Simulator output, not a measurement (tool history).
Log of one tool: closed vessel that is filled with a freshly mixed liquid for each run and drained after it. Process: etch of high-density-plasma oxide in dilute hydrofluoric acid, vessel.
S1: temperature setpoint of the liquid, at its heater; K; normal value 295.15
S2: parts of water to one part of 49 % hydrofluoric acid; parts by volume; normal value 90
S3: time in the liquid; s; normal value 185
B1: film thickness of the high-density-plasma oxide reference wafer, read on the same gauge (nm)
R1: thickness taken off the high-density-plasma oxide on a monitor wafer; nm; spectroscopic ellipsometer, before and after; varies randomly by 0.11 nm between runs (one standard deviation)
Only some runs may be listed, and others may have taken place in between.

run	hour	S1	S2	S3	B1	R1
1	0.0	295.15	90	255	109.98	14.44
2	25.0	295.15	100	255	110.02	12.91
3	42.8	295.15	100	255	110.00	12.68
4	76.6	295.15	100	255	109.99	12.71
5	116.6	293.15	105	185	109.97	8.07
6	147.0	293.15	105	185	110.05	7.97
7	170.8	293.15	105	185	110.01	7.86
8	184.4	297.15	70	240	109.99	19.06
# hour 195.3: thermometer replaced
9	198.4	292.65	90	185	109.99	9.25
# hour 204.3: gauge calibrated
10	224.7	295.15	90	185	109.98	10.29
11	242.1	297.15	75	185	110.00	13.67
# hour 247.5: hydrofluoric acid flow meter replaced
12	268.9	297.15	90	185	110.01	12.52
13	374.3	292.15	90	185	110.01	9.90
14	398.5	295.15	60	185	109.99	17.38

Forecast each of these 5 alternatives for the next run:
A	399.2	295.15	115	185	?	?
B	399.2	297.65	105	115	?	?
C	399.2	295.15	90	220	?	?
D	399.2	295.15	90	105	?	?
E	399.2	295.15	130	185	?	?

run	B1	R1
A	110.01	8.63
B	110.01	6.57
C	110.01	13.52
D	110.01	6.45
E	110.01	7.51
Stripped of hidden state, with their random variation kept, the same runs would have yielded:
run	R1
A	9.00
B	6.84
C	14.07
D	6.72
E	7.82

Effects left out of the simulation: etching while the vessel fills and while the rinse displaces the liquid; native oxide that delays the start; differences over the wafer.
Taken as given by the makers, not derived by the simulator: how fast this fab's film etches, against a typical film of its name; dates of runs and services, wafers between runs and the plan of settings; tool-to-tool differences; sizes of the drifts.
